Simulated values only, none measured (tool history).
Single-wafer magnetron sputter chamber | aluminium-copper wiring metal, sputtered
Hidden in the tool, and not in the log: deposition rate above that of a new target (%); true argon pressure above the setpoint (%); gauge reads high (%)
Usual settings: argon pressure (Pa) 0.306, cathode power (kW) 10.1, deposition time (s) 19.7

| run | hour | argon pressure (Pa) | cathode power (kW) | deposition time (s) | wafers since the last listed run | wafers on the sputter target | hours since the last manometer calibration | hours since the magnet pack was replaced | hours since the gauge calibration | read-back reference wafer on the same gauge, thickness_nm | mean film thickness on the monitor wafer (Å) |
|---|---|---|---|---|---|---|---|---|---|---|---|
| 1 | 0 | 0.306 | 10.1 | 19.7 | 0 | 2173 | 1164.1 | 8680.2 | 124 | 445.418 | 3843 |
| 2 | 25.8 | 0.306 | 10.1 | 19.7 | 1054 | 3227 | 1189.9 | 8706 | 149.8 | 446.544 | 3809.56 |
| 3 | 38.2 | 0.306 | 10.1 | 19.7 | 506 | 3734 | 1202.3 | 8718.4 | 162.2 | 445.905 | 3768.35 |
|  | 53.1 | sputter target and shields replaced |
| 4 | 63.8 | 0.306 | 10.1 | 19.7 | 719 | 437 | 1227.9 | 8744 | 187.8 | 445.773 | 3835.87 |
| 5 | 83.2 | 0.306 | 10.1 | 19.7 | 792 | 1230 | 1247.3 | 8763.4 | 207.2 | 445.947 | 3832.42 |
| 6 | 105.5 | 0.306 | 9.2 | 21.5 | 911 | 2141 | 1269.6 | 8785.7 | 229.5 | 445.569 | 3885.86 |
| 7 | 118.2 | 0.306 | 9.2 | 21.5 | 518 | 2660 | 1282.3 | 8798.4 | 242.2 | 446.502 | 3860.72 |
|  | 141.2 | sputter target and shields replaced |
| 8 | 141.7 | 0.306 | 9.2 | 21.5 | 633 | 20 | 1305.8 | 8821.9 | 265.7 | 446.08 | 3933.73 |
|  | 156.5 | magnet pack replaced |
| 9 | 173.6 | 0.306 | 10.1 | 22.4 | 976 | 997 | 1337.7 | 17.1 | 297.6 | 446.422 | 4352.27 |
| 10 | 201.7 | 0.306 | 10.1 | 22.4 | 1147 | 2145 | 1365.8 | 45.2 | 325.7 | 445.92 | 4322.23 |
| 11 | 229.3 | 0.185 | 9.05 | 19.7 | 1127 | 3272 | 1393.4 | 72.8 | 353.3 | 446.189 | 3603.87 |
|  | 244.5 | capacitance manometer re-zeroed and calibrated |
|  | 244.9 | sputter target and shields replaced |
| 12 | 263.2 | 0.306 | 10.1 | 23.3 | 1045 | 749 | 18.7 | 106.7 | 387.2 | 446.105 | 4581.9 |
| 13 | 304.8 | 0.37 | 8.55 | 21.8 | 1699 | 2448 | 60.3 | 148.3 | 428.8 | 445.695 | 3691.68 |
|  | 327 | gauge calibrated |
| 14 | 335.5 | 0.382 | 8.95 | 17.9 | 1254 | 3703 | 91 | 179 | 8.5 | 446.737 | 3087.08 |
|  | 351.2 | sputter target and shields replaced |
| 15 | 356.5 | 0.306 | 10.1 | 19.7 | 531 | 216 | 112 | 200 | 29.5 | 445.675 | 3865.61 |
| 16 | 389.2 | 0.221 | 8.9 | 17.8 | 1335 | 1552 | 144.7 | 232.7 | 62.2 | 446.342 | 3225.88 |
| 17 | 408.4 | 0.389 | 8.9 | 17.3 | 784 | 2337 | 163.9 | 251.9 | 81.4 | 446.033 | 2983.27 |
|  | 439.3 | sputter target and shields replaced |
| 18 | 441.6 | 0.306 | 9.2 | 21.5 | 1029 | 94 | 197.1 | 285.1 | 114.6 | 445.835 | 3907.98 |
| 19 | 454.2 | 0.346 | 9.25 | 22.5 | 514 | 609 | 209.7 | 297.7 | 127.2 | 446.321 | 4091.45 |
| 20 | 480.2 | 0.306 | 8 | 19.7 | 1062 | 1671 | 235.7 | 323.7 | 153.2 | 445.867 | 3238.31 |

Forecast each of these 4 alternatives for the next run:
| A | 480.6 | 0.306 | 12.2 | 19.7 | 16 | 1687 | 236.1 | 324.1 | 153.6 | ? | ? |
| B | 480.6 | 0.189 | 9.3 | 22.3 | 16 | 1687 | 236.1 | 324.1 | 153.6 | ? | ? |
| C | 480.6 | 0.306 | 10.1 | 22 | 16 | 1687 | 236.1 | 324.1 | 153.6 | ? | ? |
| D | 480.6 | 0.231 | 11.15 | 19.7 | 16 | 1687 | 236.1 | 324.1 | 153.6 | ? | ? |

| run | read-back reference wafer on the same gauge, thickness_nm | mean film thickness on the monitor wafer (Å) |
|---|---|---|
| A | 446.158 | 4418.52 |
| B | 446.158 | 4199.93 |
| C | 446.158 | 4269.04 |
| D | 446.158 | 4204.08 |
Without the tool's hidden state the same runs would have given:
| run | mean film thickness on the monitor wafer (Å) |
|---|---|
| A | 4464.95 |
| B | 4244.07 |
| C | 4313.9 |
| D | 4248.26 |
